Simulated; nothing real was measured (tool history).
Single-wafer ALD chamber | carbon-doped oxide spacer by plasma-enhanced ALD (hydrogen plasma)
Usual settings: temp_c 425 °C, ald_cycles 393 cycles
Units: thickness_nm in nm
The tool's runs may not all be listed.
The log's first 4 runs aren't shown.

run,hour,temp_c,ald_cycles,wafers since the last listed run,hours since the last thermocouple change,hours since the gauge calibration,"read-back reference wafer on the same gauge, thickness_nm",thickness_nm
5,234.9,425,393,44,394.7,1472.1,18.877,18.038
6,272.5,425,393,31,432.3,1509.7,18.910,17.870
7,313.9,425,393,34,473.7,1551.1,18.905,18.056
8,360.1,425,393,38,519.9,1597.3,18.924,18.088
9,420.3,425,393,50,580.1,1657.5,18.879,17.945
10,474.6,425,393,45,634.4,1711.8,18.879,17.927
11,509.9,425,393,29,669.7,1747.1,18.920,18.093
12,562.1,425,393,43,721.9,1799.3,18.906,18.025
13,775.8,430,393,178,935.6,2013.0,18.899,17.807
14,825.1,425,393,41,984.9,2062.3,18.886,18.005
15,861.7,425,393,30,1021.5,2098.9,18.871,18.113
16,904.4,425,393,35,1064.2,2141.6,18.891,18.110
17,973.0,425,448,57,1132.8,2210.2,18.929,20.533
# hour 1011.4: thermocouple changed; heater temperature recalibrated
18,1178.1,425,331,165,166.7,2415.3,18.941,14.567
19,1238.5,425,331,50,227.1,2475.7,18.887,14.689
20,1279.4,417,393,34,268.0,2516.6,18.920,18.110
21,1315.1,410,370,29,303.7,2552.3,18.866,17.344
22,1363.0,419,441,40,351.6,2600.2,18.917,19.944
23,1403.6,425,393,34,392.2,2640.8,18.869,17.491
# hour 1427.7: gauge calibrated
24,1458.1,425,393,45,446.7,30.4,18.881,17.463
# hour 1477.6: thermocouple changed; heater temperature recalibrated, repeated, since the last time left the tool worse
25,1505.7,425,393,33,28.1,78.0,18.882,17.801
26,1534.2,415,465,23,56.6,106.5,18.910,21.962
27,1596.0,419,319,51,118.4,168.3,18.917,14.780

Forecast run 28:
28,1621.1,425,393,21,143.5,193.4,?,?

read-back reference wafer on the same gauge, thickness_nm: 18.888
thickness_nm: 18.000 nm
Without the tool's hidden state the same run would have given thickness_nm 17.892 nm.
